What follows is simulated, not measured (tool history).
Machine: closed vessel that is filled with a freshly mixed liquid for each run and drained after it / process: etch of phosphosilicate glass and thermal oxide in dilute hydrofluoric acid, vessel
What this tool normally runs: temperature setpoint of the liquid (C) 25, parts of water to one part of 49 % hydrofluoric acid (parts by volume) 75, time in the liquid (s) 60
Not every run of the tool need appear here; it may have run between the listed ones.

| run | hour | temperature setpoint of the liquid (C) | parts of water to one part of 49 % hydrofluoric acid (parts by volume) | time in the liquid (s) | wafers since the last listed run | hours since the thermometer was replaced | hours since the hydrofluoric acid flow meter was replaced | hours since the gauge calibration | read-back film thickness of the phosphosilicate glass reference wafer, read on the same gauge (nm) | read-back film thickness of the thermal oxide reference wafer, read on the same gauge (nm) | thickness taken off the phosphosilicate glass on a monitor wafer (angstrom) | thickness taken off the thermal oxide on a monitor wafer (angstrom) |
|---|---|---|---|---|---|---|---|---|---|---|---|---|
| 1 | 0 | 25 | 75 | 60 | 0 | 1327.8 | 1505 | 149.7 | 140.02 | 79.962 | 701.8 | 33 |
| 2 | 7 | 25 | 75 | 60 | 629 | 1334.8 | 1512 | 156.7 | 139.96 | 80.033 | 700.1 | 33.38 |
| 3 | 14.8 | 23.5 | 60 | 60 | 701 | 1342.6 | 1519.8 | 164.5 | 140 | 79.932 | 837 | 40.24 |
| 4 | 26.8 | 23.5 | 60 | 60 | 1079 | 1354.6 | 1531.8 | 176.5 | 140.01 | 79.999 | 835.3 | 40.47 |
| 5 | 37.6 | 25 | 75 | 45 | 971 | 1365.4 | 1542.6 | 187.3 | 140.02 | 79.981 | 522.6 | 25.3 |
| 6 | 54 | 26.5 | 75 | 60 | 1475 | 1381.8 | 1559 | 203.7 | 140.01 | 80.003 | 735.8 | 35.38 |
| 7 | 64.8 | 26.5 | 75 | 60 | 971 | 1392.6 | 1569.8 | 214.5 | 140.01 | 80.015 | 735.4 | 35.77 |
| 8 | 71.3 | 21.5 | 75 | 60 | 584 | 1399.1 | 1576.3 | 221 | 139.96 | 79.979 | 602.5 | 28.98 |
| 9 | 77.8 | 21.5 | 75 | 60 | 584 | 1405.6 | 1582.8 | 227.5 | 140.01 | 79.989 | 596.9 | 29.01 |
| 10 | 94.8 | 21.5 | 75 | 60 | 1529 | 1422.6 | 1599.8 | 244.5 | 140.02 | 79.973 | 598.9 | 28.92 |
| 11 | 145.5 | 25 | 75 | 60 | 4562 | 1473.3 | 1650.5 | 295.2 | 139.99 | 80.014 | 689.6 | 32.55 |
|  | 151.4 | gauge calibrated |
| 12 | 161.4 | 25 | 75 | 60 | 1430 | 1489.2 | 1666.4 | 10 | 140.01 | 79.997 | 684.6 | 32.78 |
| 13 | 175.3 | 28.5 | 75 | 35 | 1250 | 1503.1 | 1680.3 | 23.9 | 139.95 | 80 | 458.3 | 21.78 |
| 14 | 188.4 | 25 | 85 | 30 | 1178 | 1516.2 | 1693.4 | 37 | 140.02 | 80.019 | 299.1 | 14.33 |
| 15 | 198.3 | 27 | 40 | 75 | 890 | 1526.1 | 1703.3 | 46.9 | 140.05 | 79.993 | 1821.9 | 88.29 |
|  | 204.7 | thermometer replaced |
| 16 | 211.1 | 23 | 75 | 60 | 1061 | 6.4 | 1716.1 | 59.7 | 139.98 | 80.02 | 701.2 | 34.16 |
| 17 | 218.5 | 27.5 | 75 | 85 | 665 | 13.8 | 1723.5 | 67.1 | 140.03 | 80.027 | 1183.6 | 57.37 |
| 18 | 231.1 | 29 | 100 | 60 | 1133 | 26.4 | 1736.1 | 79.7 | 139.99 | 80.01 | 638.4 | 30.96 |
|  | 234.3 | hydrofluoric acid flow meter replaced |
| 19 | 243.3 | 27.5 | 45 | 50 | 1007 | 38.6 | 9 | 91.9 | 140 | 79.954 | 1303.1 | 62.58 |
| 20 | 255.3 | 25 | 75 | 60 | 1079 | 50.6 | 21 | 103.9 | 139.99 | 79.993 | 814.5 | 38.99 |
| 21 | 271.6 | 25 | 75 | 70 | 1466 | 66.9 | 37.3 | 120.2 | 140.05 | 79.944 | 946.4 | 46.24 |
| 22 | 282.6 | 23.5 | 75 | 60 | 989 | 77.9 | 48.3 | 131.2 | 140 | 80.002 | 759.9 | 37.16 |
| 23 | 297.3 | 22 | 75 | 85 | 1322 | 92.6 | 63 | 145.9 | 140.01 | 80.032 | 1011.8 | 48.42 |
| 24 | 313.1 | 27.5 | 75 | 85 | 1421 | 108.4 | 78.8 | 161.7 | 139.97 | 80.035 | 1265.2 | 60.98 |
| 25 | 325.1 | 26.5 | 75 | 35 | 1079 | 120.4 | 90.8 | 173.7 | 140 | 79.961 | 501.7 | 24.26 |

Consider 4 possible next runs. They are alternatives, not a sequence: every one starts from the tool as it was left by run 25. What does each give?
| A | 325.8 | 25 | 75 | 60 | 62 | 121.1 | 91.5 | 174.4 | ? | ? | ? | ? |
| B | 325.8 | 25 | 60 | 60 | 62 | 121.1 | 91.5 | 174.4 | ? | ? | ? | ? |
| C | 325.8 | 29.5 | 75 | 70 | 62 | 121.1 | 91.5 | 174.4 | ? | ? | ? | ? |
| D | 325.8 | 21.5 | 90 | 90 | 62 | 121.1 | 91.5 | 174.4 | ? | ? | ? | ? |

| run | read-back film thickness of the phosphosilicate glass reference wafer, read on the same gauge (nm) | read-back film thickness of the thermal oxide reference wafer, read on the same gauge (nm) | thickness taken off the phosphosilicate glass on a monitor wafer (angstrom) | thickness taken off the thermal oxide on a monitor wafer (angstrom) |
|---|---|---|---|---|
| A | 140.02 | 80.014 | 809.4 | 38.1 |
| B | 140.02 | 80.014 | 1032 | 48.58 |
| C | 140.02 | 80.014 | 1127.5 | 53.07 |
| D | 140.02 | 80.014 | 861.8 | 40.57 |
The same runs, with their run-to-run variation unchanged, on a tool lacking any hidden condition would have given:
| run | thickness taken off the phosphosilicate glass on a monitor wafer (angstrom) | thickness taken off the thermal oxide on a monitor wafer (angstrom) |
|---|---|---|
| A | 832.8 | 39.2 |
| B | 1061.9 | 49.99 |
| C | 1159.4 | 54.57 |
| D | 887.1 | 41.76 |
